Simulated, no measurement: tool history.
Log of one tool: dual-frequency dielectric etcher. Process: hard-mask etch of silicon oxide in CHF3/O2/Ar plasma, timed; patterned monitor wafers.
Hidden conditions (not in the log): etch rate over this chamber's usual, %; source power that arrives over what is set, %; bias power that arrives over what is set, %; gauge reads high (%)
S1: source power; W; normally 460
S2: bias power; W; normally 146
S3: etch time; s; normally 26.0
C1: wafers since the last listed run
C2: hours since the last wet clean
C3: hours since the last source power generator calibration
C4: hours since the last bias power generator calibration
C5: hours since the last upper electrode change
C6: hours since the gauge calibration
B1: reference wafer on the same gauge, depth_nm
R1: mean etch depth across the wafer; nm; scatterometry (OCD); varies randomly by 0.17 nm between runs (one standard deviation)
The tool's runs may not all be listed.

Run 1, hour 0.0: usual settings; C1 0; C2 141.3; C3 2464.2; C4 2689.9; C5 2390.2; C6 717.9; B1 38.78. Result: R1 40.26 nm.
Run 2, hour 66.2: usual settings; C1 1106; C2 207.5; C3 2530.4; C4 2756.1; C5 2456.4; C6 784.1; B1 38.83. Result: R1 40.28 nm.
Run 3, hour 137.2: usual settings; C1 1186; C2 278.5; C3 2601.4; C4 2827.1; C5 2527.4; C6 855.1; B1 38.79. Result: R1 40.55 nm.
Run 4, hour 199.0: usual settings; C1 1033; C2 340.3; C3 2663.2; C4 2888.9; C5 2589.2; C6 916.9; B1 38.81. Result: R1 40.89 nm.
Run 5, hour 287.8: usual settings but S2 156 W, S3 21.5 s; C1 1484; C2 429.1; C3 2752.0; C4 2977.7; C5 2678.0; C6 1005.7; B1 38.76. Result: R1 34.89 nm.
At hour 319.6: wet clean of the chamber.
Run 6, hour 355.9: usual settings but S2 156 W, S3 21.5 s; C1 737; C2 36.3; C3 2820.1; C4 3045.8; C5 2746.1; C6 1073.8; B1 38.80. Result: R1 31.87 nm.
Run 7, hour 436.1: usual settings but S2 156 W, S3 21.5 s; C1 1340; C2 116.5; C3 2900.3; C4 3126.0; C5 2826.3; C6 1154.0; B1 38.82. Result: R1 32.02 nm.
At hour 481.1: gauge calibrated.
Run 8, hour 506.8: usual settings but S1 510 W, S2 155 W; C1 1181; C2 187.2; C3 2971.0; C4 3196.7; C5 2897.0; C6 25.7; B1 38.81. Result: R1 41.38 nm.
At hour 539.2: upper electrode replaced.
At hour 550.6: wet clean of the chamber, repeated, since the last time left the tool worse.
Run 9, hour 562.8: usual settings but S1 510 W, S2 155 W; C1 344; C2 12.2; C3 3027.0; C4 3252.7; C5 23.6; C6 81.7; B1 38.81. Result: R1 43.25 nm.
Run 10, hour 667.0: usual settings but S1 380 W; C1 1741; C2 116.4; C3 3131.2; C4 3356.9; C5 127.8; C6 185.9; B1 38.80. Result: R1 35.59 nm.
Run 11, hour 730.2: usual settings but S2 177 W; C1 1056; C2 179.6; C3 3194.4; C4 3420.1; C5 191.0; C6 249.1; B1 38.82. Result: R1 42.97 nm.
Run 12, hour 794.4: usual settings but S1 570 W, S2 159 W, S3 21.0 s; C1 1073; C2 243.8; C3 3258.6; C4 3484.3; C5 255.2; C6 313.3; B1 38.80. Result: R1 38.22 nm.

Estimate the outcome of run 13 from the log above:
At hour 807.9: bias power generator calibrated.
Run 13, hour 882.4: usual settings but S1 350 W, S2 169 W, S3 22.0 s; C1 1404; C2 331.8; C3 3346.6; C4 74.5; C5 343.2; C6 401.3; B1 ?. Result: R1 ?.

B1: 38.76
R1: 30.24 nm
Minus the tool's unlogged condition, the same run would have read R1 29.58 nm.
